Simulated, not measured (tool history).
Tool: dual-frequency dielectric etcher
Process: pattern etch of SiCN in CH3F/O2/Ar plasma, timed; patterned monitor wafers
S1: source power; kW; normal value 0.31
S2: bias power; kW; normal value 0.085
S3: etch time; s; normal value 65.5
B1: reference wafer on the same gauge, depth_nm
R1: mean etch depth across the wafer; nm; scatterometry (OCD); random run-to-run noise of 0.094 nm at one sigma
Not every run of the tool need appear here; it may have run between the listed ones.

run	hour	S1	S2	S3	B1	R1
1	0	0.31	0.085	65.5	26.44	23.85
2	64.5	0.31	0.085	65.5	26.45	23.86
3	373.5	0.31	0.085	65.5	26.38	24.23
4	435.8	0.31	0.085	65.5	26.38	24.28
5	538.6	0.31	0.085	65.5	26.38	24.46
# hour 569.7: wet clean of the chamber
6	621.8	0.31	0.075	65.5	26.4	23.61
7	670.4	0.31	0.075	65.5	26.43	23.63
8	716.7	0.31	0.075	65.5	26.39	23.86
# hour 761.9: upper electrode replaced
9	766.3	0.31	0.085	54	26.35	20.82
10	830.6	0.31	0.085	54	26.39	20.96
11	937.9	0.31	0.085	54	26.42	20.93
# hour 979.2: wet clean of the chamber, repeated, since the last time left the tool worse
12	983.9	0.36	0.085	65.5	26.4	24.88
13	1040.1	0.36	0.085	65.5	26.4	24.63
14	1078.4	0.36	0.085	65.5	26.44	24.8
# hour 1169.5: gauge calibrated
# hour 1181.3: bias power generator calibrated
15	1204.6	0.29	0.074	49.5	26.41	16.64
16	1247.9	0.31	0.085	59.5	26.37	21.76
17	1339.5	0.36	0.085	65.5	26.38	25.06
18	1430.8	0.34	0.103	65.5	26.44	27.05
19	1511.9	0.35	0.072	76.5	26.35	27.22
# hour 1545.8: wet clean of the chamber
20	1607.3	0.29	0.1	65.5	26.37	25.31
21	1678.2	0.27	0.097	73.5	26.37	27.5
22	1751.9	0.39	0.097	83	26.38	34.18
# hour 1818.8: source power generator calibrated
23	1858.5	0.37	0.078	75	26.44	27.79
24	1928.3	0.31	0.101	65.5	26.44	26.06
25	2019.9	0.27	0.091	83	26.39	30.86
# hour 2056.4: wet clean of the chamber
26	2240.2	0.31	0.085	65.5	26.41	24.11
27	2323	0.31	0.085	65.5	26.38	24.17
28	2429.8	0.31	0.071	79.5	26.37	27.05

Pick out some run-to-run changes in R1. Of each, how much would a tool without hidden state show as well, from the settings, what came in and chance, and how much is left for the hidden state and any gauge scatter not in both results compared?
Hidden conditions of the tool in this case: etch rate over this chamber's usual, %; source power that arrives over what is set, %; bias power that arrives over what is set, %; gauge reads high (%).
Run 5 -> 6: S2 0.085 -> 0.075, wet clean of the chamber. R1 -0.85 nm: hidden state +0.59, all else -1.44.
Run 11 -> 12: S1 0.31 -> 0.36, S3 54 -> 65.5, wet clean of the chamber, repeated, since the last time left the tool worse. R1 +3.95 nm: hidden state -1.37, all else +5.32.
Run 14 -> 15: S1 0.36 -> 0.29, S2 0.085 -> 0.074, S3 65.5 -> 49.5, gauge calibrated, bias power generator calibrated. R1 -8.16 nm: hidden state +0.08, all else -8.24.
Run 25 -> 26: S1 0.27 -> 0.31, S2 0.091 -> 0.085, S3 83 -> 65.5, wet clean of the chamber. R1 -6.75 nm: hidden state -0.49, all else -6.26.
